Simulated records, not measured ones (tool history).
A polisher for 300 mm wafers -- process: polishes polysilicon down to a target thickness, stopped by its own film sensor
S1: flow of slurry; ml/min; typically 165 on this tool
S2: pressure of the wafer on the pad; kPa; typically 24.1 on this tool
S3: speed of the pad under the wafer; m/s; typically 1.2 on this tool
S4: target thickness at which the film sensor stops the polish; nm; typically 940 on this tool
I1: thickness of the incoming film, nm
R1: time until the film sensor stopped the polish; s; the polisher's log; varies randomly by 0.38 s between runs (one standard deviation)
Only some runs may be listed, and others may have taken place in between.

| run | day | S1 | S2 | S3 | S4 | I1 | R1 |
|---|---|---|---|---|---|---|---|
| 1 | 0 | 165 | 24.1 | 1.12 | 940 | 1468.4 | 43.7 |
| 2 | 4.067 | 135 | 24.1 | 1.2 | 940 | 1431.5 | 41 |
|  | 6.912 | worn pad replaced by a new one |
| 3 | 8.262 | 165 | 24.1 | 1.2 | 990 | 1444.6 | 31.1 |
|  | 8.375 | head pressure recalibrated |
| 4 | 10.121 | 165 | 24.1 | 1.2 | 990 | 1458.4 | 32.9 |
| 5 | 13.7 | 165 | 24.1 | 1.2 | 940 | 1426.1 | 35.2 |
| 6 | 15.746 | 165 | 20.7 | 1.2 | 901 | 1447.6 | 44.3 |
|  | 19.788 | slurry nozzle cleaned |
| 7 | 20.075 | 165 | 20.7 | 1.2 | 901 | 1442.8 | 44.2 |
| 8 | 22.446 | 165 | 24.1 | 1.2 | 999 | 1441.6 | 32.6 |
| 9 | 26.875 | 165 | 24.1 | 1.2 | 999 | 1473.3 | 36.1 |
| 10 | 30.988 | 165 | 21.4 | 1.2 | 940 | 1452 | 43.5 |
| 11 | 34.067 | 165 | 21.4 | 1.2 | 940 | 1461.5 | 44.3 |
| 12 | 37.367 | 165 | 24.1 | 1.2 | 940 | 1463 | 43.2 |
|  | 38.346 | worn pad replaced by a new one |
| 13 | 39.271 | 165 | 24.1 | 1.2 | 940 | 1453.4 | 36.4 |
| 14 | 42.629 | 165 | 24.1 | 1.2 | 940 | 1455.2 | 35.6 |
| 15 | 44.712 | 115 | 24.1 | 1.2 | 940 | 1471.4 | 40.8 |
| 16 | 46.788 | 190 | 24.1 | 1.2 | 892 | 1467.5 | 40.5 |
|  | 50.667 | slurry nozzle cleaned |
| 17 | 50.738 | 195 | 17.9 | 0.88 | 940 | 1469.3 | 56.5 |
| 18 | 54.754 | 165 | 24.1 | 1.2 | 940 | 1457.5 | 37.7 |
|  | 58.546 | head pressure recalibrated |
| 19 | 59.221 | 185 | 24.1 | 1.2 | 940 | 1479.2 | 40.4 |
| 20 | 62.271 | 165 | 24.1 | 1.44 | 940 | 1434.8 | 33.9 |
| 21 | 65.625 | 185 | 24.1 | 1.2 | 940 | 1421.4 | 38.7 |
| 22 | 68.2 | 165 | 24.1 | 1.2 | 940 | 1466.3 | 44.6 |
|  | 68.717 | worn pad replaced by a new one |
| 23 | 72.479 | 165 | 24.1 | 1.2 | 940 | 1447.3 | 36.4 |
| 24 | 74.121 | 165 | 24.1 | 1.2 | 940 | 1445.8 | 36.6 |
|  | 75.117 | slurry nozzle cleaned |
| 25 | 78.462 | 165 | 18.6 | 1.2 | 830 | 1430.9 | 50.8 |
| 26 | 81.108 | 105 | 29.6 | 1.2 | 866 | 1456.4 | 41.5 |
| 27 | 84.967 | 135 | 17.9 | 1.2 | 1034 | 1445 | 38.5 |
| 28 | 88.579 | 165 | 24.1 | 1.54 | 940 | 1430.7 | 30.7 |
| 29 | 91.688 | 165 | 24.1 | 1.2 | 940 | 1431.3 | 38.3 |

Predict the results of run 30:
|  | 94.383 | worn pad replaced by a new one |
| 30 | 95.042 | 200 | 24.1 | 1.2 | 879 | 1437.6 | ? |

For run 30 the tool returned R1 38.2 s.
On a tool with no hidden condition, and with the same random variation, this run would have come out at R1 38.9 s.
